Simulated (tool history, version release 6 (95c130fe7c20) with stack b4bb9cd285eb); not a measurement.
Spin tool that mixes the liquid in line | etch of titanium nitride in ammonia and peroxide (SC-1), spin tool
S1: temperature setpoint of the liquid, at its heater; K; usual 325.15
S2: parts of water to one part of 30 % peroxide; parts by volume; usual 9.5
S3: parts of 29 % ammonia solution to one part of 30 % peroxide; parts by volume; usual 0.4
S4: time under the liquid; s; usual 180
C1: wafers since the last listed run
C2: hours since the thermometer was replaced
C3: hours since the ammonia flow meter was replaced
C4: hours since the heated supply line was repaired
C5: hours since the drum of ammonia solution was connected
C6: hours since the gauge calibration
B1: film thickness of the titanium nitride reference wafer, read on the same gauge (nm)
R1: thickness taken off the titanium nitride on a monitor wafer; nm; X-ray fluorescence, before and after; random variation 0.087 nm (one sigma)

{"run": 1, "hour": 0.0, "S1": 325.15, "S2": 9.5, "S3": 0.4, "S4": 180, "C1": 0, "C2": 3008.1, "C3": 1057.6, "C4": 3030.1, "C5": 507.6, "C6": 485.1, "B1": 81.7, "R1": 9.91}
{"run": 2, "hour": 35.0, "S1": 325.15, "S2": 9.5, "S3": 0.4, "S4": 180, "C1": 307, "C2": 3043.1, "C3": 1092.6, "C4": 3065.1, "C5": 542.6, "C6": 520.1, "B1": 81.82, "R1": 9.96}
{"run": 3, "hour": 91.9, "S1": 325.15, "S2": 9.5, "S3": 0.4, "S4": 180, "C1": 499, "C2": 3100, "C3": 1149.5, "C4": 3122, "C5": 599.5, "C6": 577, "B1": 82.03, "R1": 10.08}
{"run": 4, "hour": 136.7, "S1": 325.15, "S2": 9.5, "S3": 0.4, "S4": 180, "C1": 393, "C2": 3144.8, "C3": 1194.3, "C4": 3166.8, "C5": 644.3, "C6": 621.8, "B1": 82.15, "R1": 9.91}
{"run": 5, "hour": 188.7, "S1": 325.15, "S2": 9.5, "S3": 0.4, "S4": 180, "C1": 456, "C2": 3196.8, "C3": 1246.3, "C4": 3218.8, "C5": 696.3, "C6": 673.8, "B1": 82.29, "R1": 10.02}
{"hour": 197.3, "done": "thermometer replaced"}
{"run": 6, "hour": 236.8, "S1": 325.15, "S2": 9.5, "S3": 0.4, "S4": 180, "C1": 413, "C2": 39.5, "C3": 1294.4, "C4": 3266.9, "C5": 744.4, "C6": 721.9, "B1": 82.51, "R1": 9.91}
{"hour": 250.9, "done": "new drum of ammonia solution connected"}
{"run": 7, "hour": 264.0, "S1": 325.15, "S2": 9.5, "S3": 0.4, "S4": 180, "C1": 229, "C2": 66.7, "C3": 1321.6, "C4": 3294.1, "C5": 13.1, "C6": 749.1, "B1": 82.58, "R1": 10.08}
{"run": 8, "hour": 289.8, "S1": 325.15, "S2": 9.5, "S3": 0.4, "S4": 180, "C1": 226, "C2": 92.5, "C3": 1347.4, "C4": 3319.9, "C5": 38.9, "C6": 774.9, "B1": 82.63, "R1": 10.07}
{"run": 9, "hour": 332.0, "S1": 325.15, "S2": 9.5, "S3": 0.55, "S4": 180, "C1": 370, "C2": 134.7, "C3": 1389.6, "C4": 3362.1, "C5": 81.1, "C6": 817.1, "B1": 82.78, "R1": 10.61}
{"run": 10, "hour": 391.0, "S1": 325.15, "S2": 9.5, "S3": 0.3, "S4": 180, "C1": 517, "C2": 193.7, "C3": 1448.6, "C4": 3421.1, "C5": 140.1, "C6": 876.1, "B1": 82.95, "R1": 9.4}
{"run": 11, "hour": 416.4, "S1": 325.15, "S2": 9.5, "S3": 0.4, "S4": 180, "C1": 222, "C2": 219.1, "C3": 1474, "C4": 3446.5, "C5": 165.5, "C6": 901.5, "B1": 83.02, "R1": 10.27}
{"run": 12, "hour": 474.7, "S1": 317.65, "S2": 13, "S3": 0.2, "S4": 75, "C1": 511, "C2": 277.4, "C3": 1532.3, "C4": 3504.8, "C5": 223.8, "C6": 959.8, "B1": 83.23, "R1": 1.86}
{"run": 13, "hour": 530.0, "S1": 322.15, "S2": 14, "S3": 0.4, "S4": 265, "C1": 485, "C2": 332.7, "C3": 1587.6, "C4": 3560.1, "C5": 279.1, "C6": 1015.1, "B1": 83.4, "R1": 9.76}
{"run": 14, "hour": 569.5, "S1": 329.15, "S2": 9.5, "S3": 0.25, "S4": 120, "C1": 346, "C2": 372.2, "C3": 1627.1, "C4": 3599.6, "C5": 318.6, "C6": 1054.6, "B1": 83.54, "R1": 8.05}
{"hour": 577.0, "done": "gauge calibrated"}
{"hour": 595.9, "done": "heated supply line repaired"}
{"run": 15, "hour": 616.2, "S1": 325.15, "S2": 13.5, "S3": 0.25, "S4": 180, "C1": 400, "C2": 418.9, "C3": 1673.8, "C4": 20.3, "C5": 365.3, "C6": 39.2, "B1": 79.98, "R1": 7.36}
{"hour": 625.5, "done": "ammonia flow meter replaced"}
{"run": 16, "hour": 664.1, "S1": 331.65, "S2": 9.5, "S3": 0.4, "S4": 180, "C1": 411, "C2": 466.8, "C3": 38.6, "C4": 68.2, "C5": 413.2, "C6": 87.1, "B1": 80.13, "R1": 15.21}
{"run": 17, "hour": 700.1, "S1": 325.15, "S2": 9.5, "S3": 0.4, "S4": 180, "C1": 315, "C2": 502.8, "C3": 74.6, "C4": 104.2, "C5": 449.2, "C6": 123.1, "B1": 80.26, "R1": 9.87}
{"run": 18, "hour": 739.2, "S1": 325.15, "S2": 12.5, "S3": 0.4, "S4": 180, "C1": 343, "C2": 541.9, "C3": 113.7, "C4": 143.3, "C5": 488.3, "C6": 162.2, "B1": 80.36, "R1": 8.46}
{"run": 19, "hour": 773.4, "S1": 325.15, "S2": 9.5, "S3": 0.2, "S4": 180, "C1": 300, "C2": 576.1, "C3": 147.9, "C4": 177.5, "C5": 522.5, "C6": 196.4, "B1": 80.45, "R1": 8.61}
{"run": 20, "hour": 802.7, "S1": 325.15, "S2": 9.5, "S3": 0.4, "S4": 180, "C1": 257, "C2": 605.4, "C3": 177.2, "C4": 206.8, "C5": 551.8, "C6": 225.7, "B1": 80.59, "R1": 9.81}
{"run": 21, "hour": 865.4, "S1": 325.15, "S2": 9.5, "S3": 0.4, "S4": 180, "C1": 550, "C2": 668.1, "C3": 239.9, "C4": 269.5, "C5": 614.5, "C6": 288.4, "B1": 80.76, "R1": 9.9}
{"run": 22, "hour": 930.7, "S1": 333.65, "S2": 6, "S3": 0.35, "S4": 215, "C1": 572, "C2": 733.4, "C3": 305.2, "C4": 334.8, "C5": 679.8, "C6": 353.7, "B1": 81.01, "R1": 25.88}
{"run": 23, "hour": 967.4, "S1": 325.15, "S2": 9.5, "S3": 0.4, "S4": 180, "C1": 321, "C2": 770.1, "C3": 341.9, "C4": 371.5, "C5": 716.5, "C6": 390.4, "B1": 81.08, "R1": 9.66}
{"hour": 1008.5, "done": "new drum of ammonia solution connected"}
{"run": 24, "hour": 1011.2, "S1": 319.65, "S2": 13, "S3": 0.5, "S4": 180, "C1": 375, "C2": 813.9, "C3": 385.7, "C4": 415.3, "C5": 2.7, "C6": 434.2, "B1": 81.24, "R1": 5.88}
{"run": 25, "hour": 1068.8, "S1": 325.15, "S2": 9.5, "S3": 0.4, "S4": 180, "C1": 505, "C2": 871.5, "C3": 443.3, "C4": 472.9, "C5": 60.3, "C6": 491.8, "B1": 81.4, "R1": 9.76}

3 ways to go on from here, each from the tool as it stands after run 25. What would each give?
{"run": "A", "hour": 1069.3, "S1": 325.15, "S2": 9.5, "S3": 0.6, "S4": 180, "C1": 4, "C2": 872, "C3": 443.8, "C4": 473.4, "C5": 60.8, "C6": 492.3, "B1": "?", "R1": "?"}
{"run": "B", "hour": 1069.3, "S1": 318.65, "S2": 6, "S3": 0.3, "S4": 130, "C1": 4, "C2": 872, "C3": 443.8, "C4": 473.4, "C5": 60.8, "C6": 492.3, "B1": "?", "R1": "?"}
{"run": "C", "hour": 1069.3, "S1": 334.15, "S2": 5, "S3": 0.4, "S4": 180, "C1": 4, "C2": 872, "C3": 443.8, "C4": 473.4, "C5": 60.8, "C6": 492.3, "B1": "?", "R1": "?"}

run=A B1=81.41 R1=10.56
run=B B1=81.41 R1=5.41
run=C B1=81.41 R1=24.75
Without the tool's hidden state the same runs would have given:
run=A R1=10.37
run=B R1=5.31
run=C R1=24.32
